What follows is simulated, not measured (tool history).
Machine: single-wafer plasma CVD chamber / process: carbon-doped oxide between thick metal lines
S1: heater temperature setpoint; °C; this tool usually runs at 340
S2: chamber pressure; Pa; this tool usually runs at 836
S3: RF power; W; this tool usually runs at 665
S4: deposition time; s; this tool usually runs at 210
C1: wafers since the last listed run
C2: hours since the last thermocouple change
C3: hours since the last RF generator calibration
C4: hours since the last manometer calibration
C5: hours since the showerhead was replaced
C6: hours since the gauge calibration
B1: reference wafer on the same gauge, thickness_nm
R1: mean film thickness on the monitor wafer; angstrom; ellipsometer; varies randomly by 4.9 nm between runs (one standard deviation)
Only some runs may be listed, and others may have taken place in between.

run   hour   S1    S2   S3   S4   C1      C2      C3      C4      C5     C6        B1        R1
  1      0  340   836  665  210    0    2664  1804.7  3129.7  8483.9  734.6  1280.854  13814.21
  2   21.7  340   836  665  210  169  2685.7  1826.4  3151.4  8505.6  756.3  1278.584  13739.93
  3   42.6  340   836  665  210  162  2706.6  1847.3  3172.3  8526.5  777.2  1280.236  13800.28
  4   63.2  340   836  665  210  160  2727.2  1867.9  3192.9  8547.1  797.8  1280.055  13722.42
      79.1  -- thermocouple changed; heater temperature recalibrated
  5   82.2  340   836  665  210   85     3.1  1886.9  3211.9  8566.1  816.8  1280.036   13699.9
  6  103.9  340   836  665  210  169    24.8  1908.6  3233.6  8587.8  838.5  1278.828  13752.31
     144.7  -- capacitance manometer re-zeroed and calibrated
  7  145.2  340   836  665  210  259    66.1  1949.9     0.5  8629.1  879.8   1280.48  13670.01
  8  153.8  340   836  665  210   67    74.7  1958.5     9.1  8637.7  888.4  1279.187  13819.08
  9  170.7  350   836  665  210  131    91.6  1975.4      26  8654.6  905.3  1280.186  13353.17
 10  204.7  355   715  665  210  265   125.6  2009.4      60  8688.6  939.3    1280.1  12928.69
     220.5  -- RF generator calibrated
 11  236.2  340   995  580  188  183   157.1    15.7    91.5  8720.1  970.8  1278.686  11809.35
 12  262.8  340   995  580  188  207   183.7    42.3   118.1  8746.7  997.4  1280.383  11808.64
     287.4  -- gauge calibrated
 13  293.1  348   836  665  210  236     214    72.6   148.4    8777    5.7  1280.289  13484.89
 14  312.1  340   836  665  210  148     233    91.6   167.4    8796   24.7   1281.04  13755.29
     323.1  -- showerhead replaced
 15  334.7  340   836  665  210  113   255.6   114.2     190    11.6   47.3  1279.048  13749.58
 16  360.7  340  1019  720  210  202   281.6   140.2     216    37.6   73.3  1279.652  14445.99
 17  391.9  327  1029  665  210  243   312.8   171.4   247.2    68.8  104.5  1279.273  14622.95
 18    429  333   661  595  210  289   349.9   208.5   284.3   105.9  141.6  1279.845  12895.37
 19    444  340   836  665  199  116   364.9   223.5   299.3   120.9  156.6  1280.169  13097.44
 20  466.2  344   836  665  210  173   387.1   245.7   321.5   143.1  178.8  1279.922  13654.12
 21  482.3  340   836  665  210  125   403.2   261.8   337.6   159.2  194.9  1280.616  13724.44
 22  501.8  349   836  735  199  152   422.7   281.3   357.1   178.7  214.4  1279.827  13274.34
 23  537.2  344   783  605  246  275   458.1   316.7   392.5   214.1  249.8  1280.119  15160.61
 24  562.5  340   836  665  210  197   483.4     342   417.8   239.4  275.1  1281.048  13762.58
 25  583.7  340   836  665  168  165   504.6   363.2     439   260.6  296.3  1280.748  10979.27
 26    617  332   951  730  170  259   537.9   396.5   472.3   293.9  329.6  1280.637  12011.86
 27    643  330   836  780  210  202   563.9   422.5   498.3   319.9  355.6   1279.99  15214.22
 28  665.3  340   836  665  210  173   586.2   444.8   520.6   342.2  377.9  1280.223  13805.34

Forecast run 29:
 29  698.3  349  836  665  210  257  619.2  477.8  553.6  375.2  410.9   ?   ?

{"run 29": {"B1": 1279.408, "R1": 13353.99}}
If the tool had no hidden condition, the same run with the same run-to-run variation would have returned R1 13353.99 angstrom.

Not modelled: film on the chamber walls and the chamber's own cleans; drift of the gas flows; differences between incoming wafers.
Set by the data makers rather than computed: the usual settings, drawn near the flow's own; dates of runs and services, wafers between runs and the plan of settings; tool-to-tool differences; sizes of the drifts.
